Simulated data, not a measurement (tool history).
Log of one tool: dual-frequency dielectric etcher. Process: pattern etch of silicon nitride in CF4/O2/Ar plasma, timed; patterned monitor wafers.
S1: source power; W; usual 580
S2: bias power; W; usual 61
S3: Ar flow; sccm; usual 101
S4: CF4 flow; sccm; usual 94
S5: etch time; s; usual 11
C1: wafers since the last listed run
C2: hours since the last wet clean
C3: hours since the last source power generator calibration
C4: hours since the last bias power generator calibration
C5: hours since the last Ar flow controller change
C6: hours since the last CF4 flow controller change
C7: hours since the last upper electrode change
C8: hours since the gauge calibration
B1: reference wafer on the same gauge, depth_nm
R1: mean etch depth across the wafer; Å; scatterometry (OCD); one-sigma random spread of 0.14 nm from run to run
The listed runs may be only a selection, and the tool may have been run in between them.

run	hour	S1	S2	S3	S4	S5	C1	C2	C3	C4	C5	C6	C7	C8	B1	R1
1	0.0	580	61	82	94	11	0	264.8	1379.5	1363.6	6301.9	2214.5	2178.2	114.5	32.00	286.0
2	6.2	580	55	101	94	11	97	271.0	1385.7	1369.8	6308.1	2220.7	2184.4	120.7	32.04	268.7
3	23.8	580	55	101	94	11	277	288.6	1403.3	1387.4	6325.7	2238.3	2202.0	138.3	32.01	268.0
4	36.0	580	55	101	94	11	192	300.8	1415.5	1399.6	6337.9	2250.5	2214.2	150.5	31.97	271.0
5	51.3	580	61	101	94	11	241	316.1	1430.8	1414.9	6353.2	2265.8	2229.5	165.8	32.02	275.6
6	65.4	580	61	101	94	11	222	330.2	1444.9	1429.0	6367.3	2279.9	2243.6	179.9	32.01	277.9
# hour 90.3: upper electrode replaced
7	90.8	580	61	101	94	11	22	355.6	1470.3	1454.4	6392.7	2305.3	0.5	205.3	31.98	274.6
8	91.2	580	61	101	109	11	6	356.0	1470.7	1454.8	6393.1	2305.7	0.9	205.7	31.97	280.4
9	106.5	580	61	101	94	11	241	371.3	1486.0	1470.1	6408.4	2321.0	16.2	221.0	31.97	275.6
# hour 116.4: CF4 flow controller replaced
10	120.7	670	67	101	83	11	129	385.5	1500.2	1484.3	6422.6	4.3	30.4	235.2	32.04	318.4
# hour 153.3: wet clean of the chamber
# hour 156.3: bias power generator calibrated
# hour 156.6: Ar flow controller replaced
11	157.1	640	61	101	94	11	144	3.8	1536.6	0.8	0.5	40.7	66.8	271.6	32.02	313.1
12	178.2	580	61	101	94	11	332	24.9	1557.7	21.9	21.6	61.8	87.9	292.7	31.93	287.7
# hour 192.3: source power generator calibrated
13	192.8	490	61	101	108	11	167	39.5	0.5	36.5	36.2	76.4	102.5	307.3	32.01	247.3
14	196.5	580	61	101	94	11	58	43.2	4.2	40.2	39.9	80.1	106.2	311.0	32.02	286.9
# hour 199.2: gauge calibrated
15	208.2	580	68	120	94	11	184	54.9	15.9	51.9	51.6	91.8	117.9	9.0	31.96	287.6

Forecast run 16:
16	219.3	580	61	121	106	13	175	66.0	27.0	63.0	62.7	102.9	129.0	20.1	?	?

B1: 32.02
R1: 332.8 Å
On a tool with no hidden condition, and with the same random variation, this run would have come out at R1 334.2 Å.
